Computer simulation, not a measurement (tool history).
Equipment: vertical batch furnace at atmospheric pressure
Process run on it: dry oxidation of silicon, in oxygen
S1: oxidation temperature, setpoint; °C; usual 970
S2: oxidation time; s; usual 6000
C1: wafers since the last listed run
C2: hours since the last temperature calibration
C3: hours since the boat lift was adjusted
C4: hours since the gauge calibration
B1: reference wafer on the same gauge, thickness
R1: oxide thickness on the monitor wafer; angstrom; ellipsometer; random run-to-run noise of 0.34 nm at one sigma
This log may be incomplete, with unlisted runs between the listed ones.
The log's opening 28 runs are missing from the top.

Run 29, hour 1734.3: usual settings but S1 993 °C, S2 4470 s; C1 491; C2 692.4; C3 162.3; C4 388.2; B1 68.52. Result: R1 716.2 angstrom.
Run 30, hour 1803.2: usual settings but S1 952 °C, S2 7320 s; C1 1004; C2 761.3; C3 231.2; C4 457.1; B1 68.62. Result: R1 729 angstrom.
Run 31, hour 1852.7: usual settings; C1 721; C2 810.8; C3 280.7; C4 506.6; B1 68.42. Result: R1 726.1 angstrom.
Run 32, hour 1877.8: usual settings; C1 365; C2 835.9; C3 305.8; C4 531.7; B1 68.62. Result: R1 723.1 angstrom.
Run 33, hour 1911.4: usual settings but S2 8700 s; C1 489; C2 869.5; C3 339.4; C4 565.3; B1 68.67. Result: R1 869.8 angstrom.
Run 34, hour 1983.2: usual settings but S1 958 °C, S2 7320 s; C1 1046; C2 941.3; C3 411.2; C4 637.1; B1 68.54. Result: R1 748.9 angstrom.
Run 35, hour 2011.8: usual settings but S1 981 °C, S2 7920 s; C1 416; C2 969.9; C3 439.8; C4 665.7; B1 68.53. Result: R1 870.3 angstrom.
Run 36, hour 2058.4: usual settings but S1 952 °C, S2 7320 s; C1 679; C2 1016.5; C3 486.4; C4 712.3; B1 68.7. Result: R1 727.7 angstrom.
Run 37, hour 2082.8: usual settings but S1 950 °C, S2 3750 s; C1 355; C2 1040.9; C3 510.8; C4 736.7; B1 68.65. Result: R1 567.3 angstrom.

Each row is a separate what-if for the run after 37, all from the same tool condition, not one after another. Results?
Run A, hour 2088.4: usual settings; C1 81; C2 1046.5; C3 516.4; C4 742.3; B1 ?. Result: R1 ?.
Run B, hour 2088.4: usual settings but S1 963 °C, S2 3570 s; C1 81; C2 1046.5; C3 516.4; C4 742.3; B1 ?. Result: R1 ?.
Run C, hour 2088.4: usual settings but S1 979 °C, S2 7560 s; C1 81; C2 1046.5; C3 516.4; C4 742.3; B1 ?. Result: R1 ?.
Run D, hour 2088.4: usual settings but S1 986 °C, S2 7050 s; C1 81; C2 1046.5; C3 516.4; C4 742.3; B1 ?. Result: R1 ?.

run     B1     R1
  A  68.51  727.3
  B  68.51  582.6
  C  68.51    842
  D  68.51  843.9
With the hidden condition removed and each run's random variation left untouched, the same runs would have given:
run     R1
  A  727.3
  B  582.6
  C    842
  D  843.9
